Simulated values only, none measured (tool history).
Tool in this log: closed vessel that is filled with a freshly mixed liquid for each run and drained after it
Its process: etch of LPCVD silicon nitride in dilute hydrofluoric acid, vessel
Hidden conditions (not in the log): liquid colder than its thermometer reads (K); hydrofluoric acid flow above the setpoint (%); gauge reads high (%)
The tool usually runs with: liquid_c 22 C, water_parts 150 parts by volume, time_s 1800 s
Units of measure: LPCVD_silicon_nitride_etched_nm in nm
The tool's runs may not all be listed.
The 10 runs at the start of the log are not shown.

run,hour,liquid_c,water_parts,time_s,wafers since the last listed run,hours since the thermometer was replaced,hours since the hydrofluoric acid flow meter was replaced,hours since the gauge calibration,"read-back film thickness of the LPCVD silicon nitride reference wafer, read on the same gauge (nm)",LPCVD_silicon_nitride_etched_nm
11,212.2,22,150,1800,1017,3051,52.9,66.9,90.01,4.37
12,244.9,22,150,1110,964,3083.7,85.6,99.6,89.97,2.69
13,272.5,22,150,1110,813,3111.3,113.2,127.2,90,2.68
14,293.6,22,150,1110,622,3132.4,134.3,148.3,89.98,2.67
15,325.3,22,110,1800,934,3164.1,166,180,90,5.84
16,360.7,27,120,2340,1043,3199.5,201.4,215.4,89.98,9.76
17,378.3,24.5,170,825,518,3217.1,219,233,90.01,2.08
18,402.5,22,150,1800,713,3241.3,243.2,257.2,90.01,4.35
19,434.1,22,150,1800,931,3272.9,274.8,288.8,90.02,4.3
20,447.9,19,150,1800,406,3286.7,288.6,302.6,89.99,3.5
21,478.6,19,185,1800,905,3317.4,319.3,333.3,90,2.86
# hour 487.9: thermometer replaced
22,497.9,22,95,1800,539,10,338.6,352.6,90,8.04

Run 23 is up next; what results do you expect?
23,510,23.5,100,2665,356,22.1,350.7,364.7,?,?

read-back film thickness of the LPCVD silicon nitride reference wafer, read on the same gauge (nm): 89.99
LPCVD_silicon_nitride_etched_nm: 12.46 nm
With no hidden state in the tool, this same run would have given LPCVD_silicon_nitride_etched_nm 12.6 nm.
